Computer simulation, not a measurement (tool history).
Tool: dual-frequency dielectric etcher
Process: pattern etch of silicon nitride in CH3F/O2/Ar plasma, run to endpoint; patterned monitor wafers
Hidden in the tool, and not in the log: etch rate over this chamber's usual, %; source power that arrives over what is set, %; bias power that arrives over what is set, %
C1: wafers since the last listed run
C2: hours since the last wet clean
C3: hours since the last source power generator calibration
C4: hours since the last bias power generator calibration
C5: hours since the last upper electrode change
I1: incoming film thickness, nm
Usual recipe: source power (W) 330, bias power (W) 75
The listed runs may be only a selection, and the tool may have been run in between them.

{"run": 1, "day": 0.0, "source power (W)": 330, "bias power (W)": 75, "C1": 0, "C2": 317.8, "C3": 3191.9, "C4": 2181.5, "C5": 2610.9, "I1": 24.54, "endpoint time (s)": 36.7}
{"run": 2, "day": 0.758, "source power (W)": 330, "bias power (W)": 75, "C1": 140, "C2": 336.0, "C3": 3210.1, "C4": 2199.7, "C5": 2629.1, "I1": 24.69, "endpoint time (s)": 36.4}
{"run": 3, "day": 1.942, "source power (W)": 330, "bias power (W)": 81, "C1": 218, "C2": 364.4, "C3": 3238.5, "C4": 2228.1, "C5": 2657.5, "I1": 24.47, "endpoint time (s)": 35.4}
{"run": 4, "day": 2.579, "source power (W)": 330, "bias power (W)": 81, "C1": 117, "C2": 379.7, "C3": 3253.8, "C4": 2243.4, "C5": 2672.8, "I1": 24.5, "endpoint time (s)": 35.5}
{"run": 5, "day": 3.429, "source power (W)": 330, "bias power (W)": 75, "C1": 157, "C2": 400.1, "C3": 3274.2, "C4": 2263.8, "C5": 2693.2, "I1": 24.48, "endpoint time (s)": 36.4}
{"run": 6, "day": 4.575, "source power (W)": 330, "bias power (W)": 75, "C1": 211, "C2": 427.6, "C3": 3301.7, "C4": 2291.3, "C5": 2720.7, "I1": 24.69, "endpoint time (s)": 37.0}
{"run": 7, "day": 5.529, "source power (W)": 330, "bias power (W)": 75, "C1": 176, "C2": 450.5, "C3": 3324.6, "C4": 2314.2, "C5": 2743.6, "I1": 24.46, "endpoint time (s)": 36.5}
{"day": 7.204, "done": "wet clean of the chamber"}
{"run": 8, "day": 7.225, "source power (W)": 330, "bias power (W)": 75, "C1": 128, "C2": 0.5, "C3": 3365.3, "C4": 2354.9, "C5": 2784.3, "I1": 24.87, "endpoint time (s)": 36.7}
{"run": 9, "day": 7.775, "source power (W)": 330, "bias power (W)": 75, "C1": 101, "C2": 13.7, "C3": 3378.5, "C4": 2368.1, "C5": 2797.5, "I1": 24.56, "endpoint time (s)": 36.4}
{"run": 10, "day": 8.754, "source power (W)": 330, "bias power (W)": 75, "C1": 181, "C2": 37.2, "C3": 3402.0, "C4": 2391.6, "C5": 2821.0, "I1": 24.48, "endpoint time (s)": 36.6}
{"run": 11, "day": 10.038, "source power (W)": 400, "bias power (W)": 58, "C1": 237, "C2": 68.0, "C3": 3432.8, "C4": 2422.4, "C5": 2851.8, "I1": 24.86, "endpoint time (s)": 37.9}
{"run": 12, "day": 10.567, "source power (W)": 330, "bias power (W)": 75, "C1": 97, "C2": 80.7, "C3": 3445.5, "C4": 2435.1, "C5": 2864.5, "I1": 24.93, "endpoint time (s)": 37.4}
{"run": 13, "day": 11.888, "source power (W)": 330, "bias power (W)": 75, "C1": 244, "C2": 112.4, "C3": 3477.2, "C4": 2466.8, "C5": 2896.2, "I1": 24.46, "endpoint time (s)": 36.4}
{"day": 13.55, "done": "upper electrode replaced"}
{"run": 14, "day": 13.571, "source power (W)": 330, "bias power (W)": 87, "C1": 126, "C2": 152.8, "C3": 3517.6, "C4": 2507.2, "C5": 0.5, "I1": 24.62, "endpoint time (s)": 34.8}
{"day": 13.75, "done": "bias power generator calibrated"}
{"run": 15, "day": 14.217, "source power (W)": 280, "bias power (W)": 65, "C1": 88, "C2": 168.3, "C3": 3533.1, "C4": 11.2, "C5": 16.0, "I1": 24.41, "endpoint time (s)": 40.3}
{"run": 16, "day": 15.471, "source power (W)": 330, "bias power (W)": 89, "C1": 231, "C2": 198.4, "C3": 3563.2, "C4": 41.3, "C5": 46.1, "I1": 24.44, "endpoint time (s)": 34.1}
{"day": 16.446, "done": "source power generator calibrated"}
{"run": 17, "day": 16.754, "source power (W)": 330, "bias power (W)": 85, "C1": 206, "C2": 229.2, "C3": 7.4, "C4": 72.1, "C5": 76.9, "I1": 24.64, "endpoint time (s)": 35.3}
{"run": 18, "day": 21.121, "source power (W)": 410, "bias power (W)": 87, "C1": 807, "C2": 334.0, "C3": 112.2, "C4": 176.9, "C5": 181.7, "I1": 24.66, "endpoint time (s)": 32.5}
{"run": 19, "day": 21.904, "source power (W)": 410, "bias power (W)": 80, "C1": 144, "C2": 352.8, "C3": 131.0, "C4": 195.7, "C5": 200.5, "I1": 24.56, "endpoint time (s)": 33.1}
{"run": 20, "day": 23.096, "source power (W)": 370, "bias power (W)": 90, "C1": 220, "C2": 381.4, "C3": 159.6, "C4": 224.3, "C5": 229.1, "I1": 24.52, "endpoint time (s)": 32.7}

Each row is a separate what-if for the run after 20, all from the same tool condition, not one after another. Results?
{"run": "A", "day": 23.112, "source power (W)": 290, "bias power (W)": 75, "C1": 3, "C2": 381.8, "C3": 160.0, "C4": 224.7, "C5": 229.5, "I1": 24.65, "endpoint time (s)": "?"}
{"run": "B", "day": 23.112, "source power (W)": 400, "bias power (W)": 75, "C1": 3, "C2": 381.8, "C3": 160.0, "C4": 224.7, "C5": 229.5, "I1": 24.65, "endpoint time (s)": "?"}
{"run": "C", "day": 23.112, "source power (W)": 290, "bias power (W)": 64, "C1": 3, "C2": 381.8, "C3": 160.0, "C4": 224.7, "C5": 229.5, "I1": 24.65, "endpoint time (s)": "?"}

run=A endpoint_time_(s)=38.5
run=B endpoint_time_(s)=34.6
run=C endpoint_time_(s)=40.7
Had the tool no hidden state, the same runs would have come out as:
run=A endpoint_time_(s)=38.5
run=B endpoint_time_(s)=34.6
run=C endpoint_time_(s)=40.7
